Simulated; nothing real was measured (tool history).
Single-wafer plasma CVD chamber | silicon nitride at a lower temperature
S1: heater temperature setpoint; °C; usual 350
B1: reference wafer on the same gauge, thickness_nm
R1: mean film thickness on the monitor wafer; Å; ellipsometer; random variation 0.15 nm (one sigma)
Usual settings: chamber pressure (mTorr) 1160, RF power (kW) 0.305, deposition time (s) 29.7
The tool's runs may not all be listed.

{"run": 1, "day": 0.0, "S1": 350, "chamber pressure (mTorr)": 1160, "RF power (kW)": 0.305, "deposition time (s)": 29.7, "B1": 26.701, "R1": 301.56}
{"run": 2, "day": 2.821, "S1": 350, "chamber pressure (mTorr)": 1160, "RF power (kW)": 0.305, "deposition time (s)": 29.7, "B1": 26.717, "R1": 306.8}
{"run": 3, "day": 3.883, "S1": 350, "chamber pressure (mTorr)": 1160, "RF power (kW)": 0.305, "deposition time (s)": 29.7, "B1": 26.69, "R1": 301.54}
{"run": 4, "day": 6.212, "S1": 350, "chamber pressure (mTorr)": 1160, "RF power (kW)": 0.305, "deposition time (s)": 32.5, "B1": 26.702, "R1": 331.54}
{"run": 5, "day": 8.162, "S1": 350, "chamber pressure (mTorr)": 1160, "RF power (kW)": 0.305, "deposition time (s)": 29.7, "B1": 26.707, "R1": 301.46}
{"run": 6, "day": 9.875, "S1": 338, "chamber pressure (mTorr)": 1160, "RF power (kW)": 0.305, "deposition time (s)": 29.7, "B1": 26.696, "R1": 304.02}
{"run": 7, "day": 11.917, "S1": 338, "chamber pressure (mTorr)": 1160, "RF power (kW)": 0.305, "deposition time (s)": 29.7, "B1": 26.69, "R1": 301.75}
{"run": 8, "day": 14.292, "S1": 350, "chamber pressure (mTorr)": 1160, "RF power (kW)": 0.305, "deposition time (s)": 29.7, "B1": 26.667, "R1": 301.75}
{"run": 9, "day": 15.442, "S1": 350, "chamber pressure (mTorr)": 1160, "RF power (kW)": 0.305, "deposition time (s)": 29.7, "B1": 26.718, "R1": 300.43}
{"run": 10, "day": 18.283, "S1": 350, "chamber pressure (mTorr)": 1160, "RF power (kW)": 0.305, "deposition time (s)": 29.7, "B1": 26.683, "R1": 298.59}
{"run": 11, "day": 19.688, "S1": 350, "chamber pressure (mTorr)": 1160, "RF power (kW)": 0.305, "deposition time (s)": 29.7, "B1": 26.71, "R1": 301.15}
{"day": 20.904, "done": "gauge calibrated"}
{"day": 20.946, "done": "thermocouple changed; heater temperature recalibrated"}
{"run": 12, "day": 20.962, "S1": 350, "chamber pressure (mTorr)": 1160, "RF power (kW)": 0.305, "deposition time (s)": 29.7, "B1": 26.729, "R1": 300.63}
{"run": 13, "day": 23.042, "S1": 359, "chamber pressure (mTorr)": 930, "RF power (kW)": 0.26, "deposition time (s)": 24.3, "B1": 26.705, "R1": 206.22}
{"day": 23.658, "done": "showerhead replaced"}
{"run": 14, "day": 24.85, "S1": 350, "chamber pressure (mTorr)": 1160, "RF power (kW)": 0.305, "deposition time (s)": 25.8, "B1": 26.679, "R1": 260.25}
{"run": 15, "day": 27.038, "S1": 350, "chamber pressure (mTorr)": 1160, "RF power (kW)": 0.355, "deposition time (s)": 29.7, "B1": 26.699, "R1": 337.3}
{"day": 27.721, "done": "RF generator calibrated"}
{"run": 16, "day": 29.992, "S1": 340, "chamber pressure (mTorr)": 1350, "RF power (kW)": 0.26, "deposition time (s)": 31.6, "B1": 26.701, "R1": 307.81}
{"run": 17, "day": 31.717, "S1": 363, "chamber pressure (mTorr)": 1240, "RF power (kW)": 0.305, "deposition time (s)": 29.7, "B1": 26.694, "R1": 320.77}
{"day": 32.071, "done": "capacitance manometer re-zeroed and calibrated"}
{"run": 18, "day": 32.9, "S1": 357, "chamber pressure (mTorr)": 1360, "RF power (kW)": 0.255, "deposition time (s)": 33.1, "B1": 26.703, "R1": 319.37}
{"run": 19, "day": 34.138, "S1": 350, "chamber pressure (mTorr)": 1160, "RF power (kW)": 0.305, "deposition time (s)": 29.7, "B1": 26.704, "R1": 317.29}
{"run": 20, "day": 36.825, "S1": 339, "chamber pressure (mTorr)": 1280, "RF power (kW)": 0.265, "deposition time (s)": 29.7, "B1": 26.71, "R1": 292.7}
{"run": 21, "day": 38.129, "S1": 343, "chamber pressure (mTorr)": 1160, "RF power (kW)": 0.305, "deposition time (s)": 32.8, "B1": 26.722, "R1": 352.21}
{"run": 22, "day": 39.996, "S1": 350, "chamber pressure (mTorr)": 1300, "RF power (kW)": 0.305, "deposition time (s)": 29.7, "B1": 26.71, "R1": 322.58}
{"run": 23, "day": 43.558, "S1": 350, "chamber pressure (mTorr)": 1160, "RF power (kW)": 0.305, "deposition time (s)": 29.7, "B1": 26.733, "R1": 314.88}
{"run": 24, "day": 44.875, "S1": 350, "chamber pressure (mTorr)": 1300, "RF power (kW)": 0.305, "deposition time (s)": 29.7, "B1": 26.685, "R1": 322.9}

4 ways to go on from here, each from the tool as it stands after run 24. What would each give?
{"run": "A", "day": 44.892, "S1": 350, "chamber pressure (mTorr)": 980, "RF power (kW)": 0.305, "deposition time (s)": 29.7, "B1": "?", "R1": "?"}
{"run": "B", "day": 44.892, "S1": 340, "chamber pressure (mTorr)": 1040, "RF power (kW)": 0.345, "deposition time (s)": 29.7, "B1": "?", "R1": "?"}
{"run": "C", "day": 44.892, "S1": 350, "chamber pressure (mTorr)": 1430, "RF power (kW)": 0.36, "deposition time (s)": 25.1, "B1": "?", "R1": "?"}
{"run": "D", "day": 44.892, "S1": 350, "chamber pressure (mTorr)": 1160, "RF power (kW)": 0.305, "deposition time (s)": 24.3, "B1": "?", "R1": "?"}

run=A B1=26.707 R1=306.57
run=B B1=26.707 R1=340.1
run=C B1=26.707 R1=313.54
run=D B1=26.707 R1=258.96
Without the tool's hidden state the same runs would have given:
run=A R1=311.15
run=B R1=344.94
run=C R1=318.01
run=D R1=262.83
